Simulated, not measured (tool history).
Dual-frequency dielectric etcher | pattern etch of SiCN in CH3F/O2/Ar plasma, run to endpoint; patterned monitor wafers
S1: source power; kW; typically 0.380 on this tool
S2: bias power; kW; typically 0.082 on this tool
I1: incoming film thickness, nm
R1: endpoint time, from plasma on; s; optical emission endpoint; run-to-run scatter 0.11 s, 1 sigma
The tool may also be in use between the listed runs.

run,hour,S1,S2,I1,R1
1,0.0,0.380,0.066,7.96,24.5
# hour 0.3: wet clean of the chamber
2,108.0,0.380,0.066,7.85,23.2
3,165.6,0.380,0.066,7.94,23.8
4,233.7,0.380,0.086,7.99,20.7
5,337.5,0.380,0.086,7.86,20.4
# hour 477.6: wet clean of the chamber
6,654.5,0.350,0.077,7.83,22.1
7,747.4,0.380,0.088,7.85,20.0
# hour 895.1: wet clean of the chamber
8,934.7,0.380,0.088,7.88,19.3
9,979.8,0.380,0.082,7.89,20.2
10,1025.4,0.380,0.082,7.95,20.4
11,1083.0,0.380,0.082,7.92,20.6
12,1145.4,0.310,0.082,7.86,22.6
# hour 1168.2: bias power generator calibrated
13,1247.0,0.350,0.099,7.94,20.1
14,1324.7,0.300,0.082,7.88,24.1
# hour 1421.8: wet clean of the chamber
15,1422.3,0.380,0.092,7.91,19.2
16,1470.9,0.380,0.082,7.90,20.7
# hour 1549.2: upper electrode replaced
17,1565.0,0.330,0.096,7.87,20.6
18,1663.3,0.430,0.082,7.79,19.7
# hour 1683.7: source power generator calibrated
19,1732.1,0.290,0.076,7.95,25.8
20,1783.0,0.380,0.082,7.90,21.4
# hour 1857.6: wet clean of the chamber
21,1872.2,0.430,0.063,7.81,22.4
22,1909.8,0.350,0.077,7.94,22.4
23,1990.7,0.340,0.102,8.01,19.9
24,2044.0,0.380,0.082,7.86,20.8
25,2135.4,0.380,0.082,7.91,21.3

Each row is a separate what-if for the run after 25, all from the same tool condition, not one after another. Results?
A,2135.8,0.380,0.096,7.96,?
B,2135.8,0.380,0.062,7.96,?
C,2135.8,0.420,0.093,7.96,?

run,R1
A,19.7
B,25.3
C,19.1
Stripped of hidden state, with their random variation kept, the same runs would have yielded:
run,R1
A,19.1
B,24.5
C,18.5
